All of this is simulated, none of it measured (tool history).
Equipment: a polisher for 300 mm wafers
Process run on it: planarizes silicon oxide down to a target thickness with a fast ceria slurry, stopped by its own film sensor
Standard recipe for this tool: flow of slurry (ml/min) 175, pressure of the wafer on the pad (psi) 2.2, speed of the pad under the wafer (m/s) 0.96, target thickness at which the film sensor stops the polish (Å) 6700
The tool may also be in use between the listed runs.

run    hour  flow of slurry (ml/min)  pressure of the wafer on the pad (psi)  speed of the pad under the wafer (m/s)  target thickness at which the film sensor stops the polish (Å)  incoming thickness of the incoming film, nm  time until the film sensor stopped the polish (s)
  1       0                      175                                     2.2                                    1.16                                                            7290                                         1131                                               34.8
  2    80.1                      175                                     2.2                                    0.82                                                            6700                                       1099.6                                               53.6
  3   142.1                      175                                     2.2                                    0.82                                                            6700                                       1138.9                                               58.6
  4   178.6                      175                                     2.2                                    0.96                                                            6700                                       1108.1                                               48.4
      215.5  -- worn pad replaced by a new one
  5   260.5                      175                                     2.2                                    0.96                                                            6700                                       1119.9                                               52.2
  6   337.6                      175                                     2.2                                     1.2                                                            6700                                       1139.8                                               43.1
      343.4  -- slurry nozzle cleaned
      380.9  -- head pressure recalibrated
  7   421.2                      175                                     2.2                                    0.96                                                            7320                                       1102.6                                               37.9
  8   527.6                      175                                     2.2                                    0.96                                                            6700                                       1121.4                                               47.5
      567.6  -- worn pad replaced by a new one
  9   606.7                      175                                     2.2                                    0.96                                                            6700                                       1120.7                                               47.2
 10     702                      175                                     2.2                                    0.96                                                            6700                                       1101.1                                               49.5
 11     742                      175                                     2.2                                    1.12                                                            6700                                       1108.1                                               41.2
 12   832.5                      175                                     2.2                                    1.12                                                            6700                                       1118.4                                               45.2
      847.2  -- head pressure recalibrated
 13   924.3                      175                                     2.2                                    1.16                                                            5630                                       1129.3                                               48.6
      949.4  -- worn pad replaced by a new one
 14  1009.1                      150                                     2.7                                    0.76                                                            6700                                       1106.5                                                 48
 15  1068.5                      175                                     2.2                                    0.96                                                            6700                                       1138.4                                               51.6
 16  1146.8                      130                                     2.9                                    1.18                                                            7930                                       1098.7                                               21.8
     1162.6  -- slurry nozzle cleaned
 17  1196.5                      200                                     2.2                                    0.96                                                            6700                                       1117.9                                               48.6
     1306.1  -- worn pad replaced by a new one
 18  1306.6                      175                                     2.2                                    0.96                                                            5540                                         1107                                                 63
     1318.4  -- head pressure recalibrated
 19  1386.6                      190                                     2.2                                    0.74                                                            6700                                       1138.6                                               59.7
 20  1477.4                      230                                     2.9                                    1.28                                                            6700                                       1119.2                                                 26
 21  1528.7                      230                                     1.4                                    0.78                                                            6700                                       1129.6                                               90.5
 22  1634.2                      195                                     2.2                                     0.7                                                            6700                                       1125.5                                               65.3
     1697.7  -- worn pad replaced by a new one
     1823.6  -- head pressure recalibrated
 23    1889                      125                                     1.5                                    0.96                                                            7580                                       1118.7                                               59.6
     1899.2  -- slurry nozzle cleaned
 24  1961.5                      175                                     2.2                                    0.96                                                            6700                                       1117.8                                               48.6

For some of the steps in time until the film sensor stopped the polish (s) from one run to the next: how much would appear even if the tool had no hidden state, given the settings, what came in and random variation, and how much remains for the hidden state plus any gauge scatter that the measured result and the result without hidden state don't share?
The hidden state here: removal rate lost through wear of the pad, %; slurry flow missing at the pad, %; deviation of the head's pressure from its setpoint, %.
Run 6 -> 7: speed of the pad under the wafer (m/s) 1.2 -> 0.96, target thickness at which the film sensor stops the polish (Å) 6700 -> 7320, slurry nozzle cleaned, head pressure recalibrated. time until the film sensor stopped the polish (s) -5.2: hidden state -5.1, all else -0.1.
Run 18 -> 19: flow of slurry (ml/min) 175 -> 190, speed of the pad under the wafer (m/s) 0.96 -> 0.74, target thickness at which the film sensor stops the polish (Å) 5540 -> 6700, head pressure recalibrated. time until the film sensor stopped the polish (s) -3.3: hidden state -7.3, all else +4.
Run 19 -> 20: flow of slurry (ml/min) 190 -> 230, pressure of the wafer on the pad (psi) 2.2 -> 2.9, speed of the pad under the wafer (m/s) 0.74 -> 1.28. time until the film sensor stopped the polish (s) -33.7: hidden state +0.6, all else -34.3.
Run 20 -> 21: pressure of the wafer on the pad (psi) 2.9 -> 1.4, speed of the pad under the wafer (m/s) 1.28 -> 0.78. time until the film sensor stopped the polish (s) +64.5: hidden state +2.7, all else +61.8.

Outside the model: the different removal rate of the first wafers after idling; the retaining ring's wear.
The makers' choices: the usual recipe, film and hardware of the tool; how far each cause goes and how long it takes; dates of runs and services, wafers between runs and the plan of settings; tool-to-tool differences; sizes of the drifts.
